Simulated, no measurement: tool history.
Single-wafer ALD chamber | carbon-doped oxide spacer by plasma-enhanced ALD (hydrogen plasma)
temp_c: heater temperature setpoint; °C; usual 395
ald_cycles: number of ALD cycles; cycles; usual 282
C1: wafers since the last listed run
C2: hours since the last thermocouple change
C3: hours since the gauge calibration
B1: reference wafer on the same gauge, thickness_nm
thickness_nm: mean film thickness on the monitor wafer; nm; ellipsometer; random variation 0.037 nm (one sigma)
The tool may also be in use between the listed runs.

Run 1, hour 0: usual settings but temp_c 406 °C; C1 0; C2 82.9; C3 186.4; B1 16.607. Result: thickness_nm 15.004 nm.
Run 2, hour 59.5: usual settings but temp_c 406 °C; C1 60; C2 142.4; C3 245.9; B1 16.605. Result: thickness_nm 14.972 nm.
Run 3, hour 153.3: usual settings but temp_c 401 °C; C1 95; C2 236.2; C3 339.7; B1 16.591. Result: thickness_nm 15.25 nm.
Run 4, hour 247.9: usual settings but temp_c 401 °C; C1 95; C2 330.8; C3 434.3; B1 16.61. Result: thickness_nm 15.223 nm.
Run 5, hour 315.4: usual settings; C1 68; C2 398.3; C3 501.8; B1 16.592. Result: thickness_nm 15.328 nm.
Run 6, hour 395.3: usual settings; C1 81; C2 478.2; C3 581.7; B1 16.604. Result: thickness_nm 15.339 nm.
Run 7, hour 437.7: usual settings but temp_c 386 °C, ald_cycles 253 cycles; C1 43; C2 520.6; C3 624.1; B1 16.597. Result: thickness_nm 13.772 nm.
Run 8, hour 527.4: usual settings but ald_cycles 298 cycles; C1 90; C2 610.3; C3 713.8; B1 16.598. Result: thickness_nm 16.219 nm.
Run 9, hour 632.7: usual settings but ald_cycles 298 cycles; C1 106; C2 715.6; C3 819.1; B1 16.597. Result: thickness_nm 16.268 nm.
Run 10, hour 707.7: usual settings; C1 76; C2 790.6; C3 894.1; B1 16.59. Result: thickness_nm 15.305 nm.
At hour 807.6: thermocouple changed; heater temperature recalibrated.
Run 11, hour 808.1: usual settings; C1 93; C2 0.5; C3 994.5; B1 16.599. Result: thickness_nm 15.293 nm.
Run 12, hour 898.1: usual settings but ald_cycles 253 cycles; C1 91; C2 90.5; C3 1084.5; B1 16.604. Result: thickness_nm 13.729 nm.
Run 13, hour 995.4: usual settings but ald_cycles 253 cycles; C1 98; C2 187.8; C3 1181.8; B1 16.603. Result: thickness_nm 13.788 nm.
Run 14, hour 1044.5: usual settings but temp_c 406 °C, ald_cycles 325 cycles; C1 49; C2 236.9; C3 1230.9; B1 16.607. Result: thickness_nm 17.178 nm.
At hour 1138: gauge calibrated.
Run 15, hour 1141.1: usual settings; C1 97; C2 333.5; C3 3.1; B1 16.601. Result: thickness_nm 15.355 nm.
Run 16, hour 1206.7: usual settings but ald_cycles 298 cycles; C1 66; C2 399.1; C3 68.7; B1 16.597. Result: thickness_nm 16.205 nm.
Run 17, hour 1311.6: usual settings but temp_c 382 °C, ald_cycles 256 cycles; C1 106; C2 504; C3 173.6; B1 16.595. Result: thickness_nm 13.911 nm.
Run 18, hour 1359: usual settings; C1 48; C2 551.4; C3 221; B1 16.595. Result: thickness_nm 15.304 nm.
Run 19, hour 1457.9: usual settings but temp_c 381 °C, ald_cycles 258 cycles; C1 100; C2 650.3; C3 319.9; B1 16.604. Result: thickness_nm 14.088 nm.
Run 20, hour 1559.2: usual settings but temp_c 403 °C, ald_cycles 263 cycles; C1 102; C2 751.6; C3 421.2; B1 16.599. Result: thickness_nm 14.131 nm.
Run 21, hour 1633.2: usual settings but ald_cycles 265 cycles; C1 75; C2 825.6; C3 495.2; B1 16.603. Result: thickness_nm 14.39 nm.
Run 22, hour 1699.6: usual settings but temp_c 409 °C; C1 67; C2 892; C3 561.6; B1 16.602. Result: thickness_nm 14.783 nm.
Run 23, hour 1789.6: usual settings but temp_c 386 °C, ald_cycles 325 cycles; C1 91; C2 982; C3 651.6; B1 16.597. Result: thickness_nm 17.705 nm.
At hour 1885: thermocouple changed; heater temperature recalibrated.
Run 24, hour 1969.6: usual settings but temp_c 383 °C, ald_cycles 236 cycles; C1 174; C2 84.6; C3 831.6; B1 16.596. Result: thickness_nm 12.838 nm.
Run 25, hour 2072.2: usual settings but temp_c 400 °C, ald_cycles 251 cycles; C1 104; C2 187.2; C3 934.2; B1 16.599. Result: thickness_nm 13.642 nm.
Run 26, hour 2142.7: usual settings but ald_cycles 317 cycles; C1 71; C2 257.7; C3 1004.7; B1 16.604. Result: thickness_nm 17.247 nm.

Forecast each of these 4 alternatives for the next run:
Run A, hour 2143.5: usual settings but ald_cycles 229 cycles; C1 0; C2 258.5; C3 1005.5; B1 ?. Result: thickness_nm ?.
Run B, hour 2143.5: usual settings but temp_c 401 °C, ald_cycles 232 cycles; C1 0; C2 258.5; C3 1005.5; B1 ?. Result: thickness_nm ?.
Run C, hour 2143.5: usual settings but temp_c 383 °C; C1 0; C2 258.5; C3 1005.5; B1 ?. Result: thickness_nm ?.
Run D, hour 2143.5: usual settings but temp_c 386 °C, ald_cycles 296 cycles; C1 0; C2 258.5; C3 1005.5; B1 ?. Result: thickness_nm ?.

run      B1  thickness_nm
  A  16.597        12.445
  B  16.597        12.538
  C  16.597        15.325
  D  16.597        16.085
Without the tool's hidden state the same runs would have given:
run  thickness_nm
  A        12.445
  B        12.538
  C        15.325
  D        16.085
